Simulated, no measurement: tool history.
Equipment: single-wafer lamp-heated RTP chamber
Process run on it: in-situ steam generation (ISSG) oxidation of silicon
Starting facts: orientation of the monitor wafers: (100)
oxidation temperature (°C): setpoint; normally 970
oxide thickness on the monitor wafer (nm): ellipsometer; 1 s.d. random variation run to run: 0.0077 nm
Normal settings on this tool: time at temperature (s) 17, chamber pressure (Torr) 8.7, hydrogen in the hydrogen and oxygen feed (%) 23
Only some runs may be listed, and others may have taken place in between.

run   hour  oxidation temperature (°C)  time at temperature (s)  chamber pressure (Torr)  hydrogen in the hydrogen and oxygen feed (%)  wafers since the last listed run  wafers since the last pyrometer calibration  hours since the pressure gauge was zeroed  hours since the hydrogen flow controller was replaced  hours since the gauge calibration  read-back reference wafer on the same gauge, thickness  oxide thickness on the monitor wafer (nm)
  1    0.0                         970                       17                      8.7                                            23                                 0                                         2574                                     3646.0                                                 5019.0                              395.8                                                   4.408                                      5.164
  2   71.3                         970                       17                      8.7                                            23                               577                                         3151                                     3717.3                                                 5090.3                              467.1                                                   4.409                                      5.184
  3  124.8                         970                       17                      8.7                                            23                               433                                         3585                                     3770.8                                                 5143.8                              520.6                                                   4.408                                      5.180
  4  183.1                         964                       17                      8.7                                            20                               471                                         4056                                     3829.1                                                 5202.1                              578.9                                                   4.408                                      4.914
  5  231.1                         970                       17                      8.7                                            23                               388                                         4445                                     3877.1                                                 5250.1                              626.9                                                   4.411                                      5.195
  6  295.4                         970                       17                      8.7                                            23                               520                                         4966                                     3941.4                                                 5314.4                              691.2                                                   4.411                                      5.192
  7  366.5                         970                       17                      8.7                                            23                               575                                         5541                                     4012.5                                                 5385.5                              762.3                                                   4.411                                      5.221
  8  401.6                         970                       17                      8.7                                            23                               284                                         5825                                     4047.6                                                 5420.6                              797.4                                                   4.410                                      5.208
     434.2  -- pyrometer window cleaned and pyrometer calibrated
  9  441.5                         970                       17                      9.8                                            23                               258                                           58                                     4087.5                                                 5460.5                              837.3                                                   4.412                                      5.051
 10  511.2                         955                       12                     10.0                                            23                               564                                          623                                     4157.2                                                 5530.2                              907.0                                                   4.411                                      4.201
     519.9  -- gauge calibrated
     520.1  -- hydrogen flow controller replaced
     556.8  -- pressure gauge zeroed
 11  557.3                         953                       17                      9.1                                            32                               243                                          866                                        0.5                                                   37.2                               37.4                                                   4.409                                      5.259
 12  617.2                         970                       17                      7.4                                            31                               484                                         1351                                       60.4                                                   97.1                               97.3                                                   4.412                                      5.616
 13  706.1                         970                       17                      7.8                                            23                               719                                         2071                                      149.3                                                  186.0                              186.2                                                   4.412                                      5.167
 14  733.6                         970                       20                      7.3                                            23                               222                                         2294                                      176.8                                                  213.5                              213.7                                                   4.413                                      5.543
 15  781.7                         989                       15                      7.5                                            17                               389                                         2683                                      224.9                                                  261.6                              261.8                                                   4.410                                      4.866
 16  809.8                         970                       17                      8.7                                            23                               227                                         2910                                      253.0                                                  289.7                              289.9                                                   4.410                                      5.163
 17  859.6                         970                       17                      8.7                                            23                               403                                         3314                                      302.8                                                  339.5                              339.7                                                   4.411                                      5.165
 18  902.5                         986                       23                      7.4                                            23                               347                                         3661                                      345.7                                                  382.4                              382.6                                                   4.409                                      6.277

Predict each of these 4 candidate next runs independently; none follows another, all start after run 18:
  A  903.0                         970                       17                      8.7                                            23                                 4                                         3665                                      346.2                                                  382.9                              383.1                                                       ?                                          ?
  B  903.0                         958                       14                      9.8                                            32                                 4                                         3665                                      346.2                                                  382.9                              383.1                                                       ?                                          ?
  C  903.0                         970                       17                      9.1                                            14                                 4                                         3665                                      346.2                                                  382.9                              383.1                                                       ?                                          ?
  D  903.0                         951                       13                      8.7                                            27                                 4                                         3665                                      346.2                                                  382.9                              383.1                                                       ?                                          ?

run  read-back reference wafer on the same gauge, thickness  oxide thickness on the monitor wafer (nm)
  A                                                   4.410                                      5.162
  B                                                   4.410                                      4.896
  C                                                   4.410                                      4.603
  D                                                   4.410                                      4.577
What these runs would have given with no unlogged condition in the tool:
run  oxide thickness on the monitor wafer (nm)
  A                                      5.134
  B                                      4.872
  C                                      4.578
  D                                      4.557
